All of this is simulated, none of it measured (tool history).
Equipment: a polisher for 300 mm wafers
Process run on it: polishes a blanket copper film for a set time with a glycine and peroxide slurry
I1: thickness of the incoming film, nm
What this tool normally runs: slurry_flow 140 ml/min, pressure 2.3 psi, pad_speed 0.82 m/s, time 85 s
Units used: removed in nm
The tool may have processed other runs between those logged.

Run 1, hour 0.0: usual settings; I1 2361.1. Result: removed 288.8 nm.
Run 2, hour 7.4: usual settings; I1 2405.1. Result: removed 288.6 nm.
Run 3, hour 17.8: usual settings; I1 2355.3. Result: removed 291.5 nm.
Run 4, hour 33.3: usual settings but slurry_flow 155 ml/min; I1 2387.2. Result: removed 294.7 nm.
Run 5, hour 39.7: usual settings but slurry_flow 155 ml/min; I1 2397.6. Result: removed 290.3 nm.
At hour 52.4: worn pad replaced by a new one.
Run 6, hour 52.9: usual settings but slurry_flow 170 ml/min; I1 2344.7. Result: removed 290.7 nm.
Run 7, hour 70.3: usual settings but slurry_flow 170 ml/min; I1 2419.7. Result: removed 296.9 nm.
Run 8, hour 76.3: usual settings; I1 2373.0. Result: removed 281.7 nm.
Run 9, hour 88.2: usual settings; I1 2369.2. Result: removed 289.6 nm.
Run 10, hour 94.9: usual settings; I1 2382.7. Result: removed 282.5 nm.
Run 11, hour 102.6: usual settings but pad_speed 0.60 m/s; I1 2345.1. Result: removed 246.5 nm.
Run 12, hour 120.4: usual settings but pad_speed 0.60 m/s; I1 2376.6. Result: removed 237.3 nm.
Run 13, hour 135.9: usual settings; I1 2391.6. Result: removed 285.3 nm.
Run 14, hour 143.5: usual settings but pad_speed 1.06 m/s; I1 2399.5. Result: removed 332.4 nm.
Run 15, hour 160.2: usual settings but slurry_flow 155 ml/min, pressure 1.7 psi; I1 2380.1. Result: removed 241.5 nm.
At hour 176.8: slurry nozzle cleaned.
At hour 177.1: worn pad replaced by a new one.
Run 16, hour 177.6: usual settings but slurry_flow 115 ml/min, pressure 3.0 psi, time 114 s; I1 2377.5. Result: removed 445.4 nm.
Run 17, hour 184.6: usual settings but slurry_flow 95 ml/min; I1 2381.9. Result: removed 267.4 nm.
Run 18, hour 193.8: usual settings but slurry_flow 95 ml/min; I1 2389.8. Result: removed 265.8 nm.
Run 19, hour 200.8: usual settings but pressure 2.0 psi, time 105 s; I1 2409.8. Result: removed 318.4 nm.
Run 20, hour 210.0: usual settings but slurry_flow 180 ml/min; I1 2376.2. Result: removed 298.9 nm.
At hour 221.9: head pressure recalibrated.
Run 21, hour 224.6: usual settings; I1 2408.0. Result: removed 288.7 nm.
Run 22, hour 233.9: usual settings but slurry_flow 120 ml/min, pressure 2.8 psi, pad_speed 0.98 m/s; I1 2346.2. Result: removed 349.2 nm.
Run 23, hour 250.6: usual settings but slurry_flow 110 ml/min, pressure 1.6 psi, pad_speed 0.68 m/s, time 56 s; I1 2385.1. Result: removed 131.3 nm.
Run 24, hour 261.4: usual settings; I1 2373.9. Result: removed 285.5 nm.
Run 25, hour 278.3: usual settings; I1 2356.3. Result: removed 288.2 nm.
At hour 284.9: worn pad replaced by a new one.
Run 26, hour 293.6: usual settings but time 58 s; I1 2391.1. Result: removed 199.7 nm.
Run 27, hour 311.6: usual settings but slurry_flow 105 ml/min, pressure 2.0 psi, time 93 s; I1 2352.5. Result: removed 272.0 nm.

Alternative continuations, all from the tool just after run 27; predict every row:
Run A, hour 312.1: usual settings but slurry_flow 125 ml/min; I1 2368.3. Result: removed ?.
Run B, hour 312.1: usual settings but slurry_flow 115 ml/min, pressure 1.5 psi; I1 2368.3. Result: removed ?.
Run C, hour 312.1: usual settings but pressure 1.8 psi; I1 2368.3. Result: removed ?.

run  removed
  A    285.3
  B    221.1
  C    252.0
With no hidden state in the tool, these same runs would have given:
run  removed
  A    285.3
  B    221.1
  C    252.0
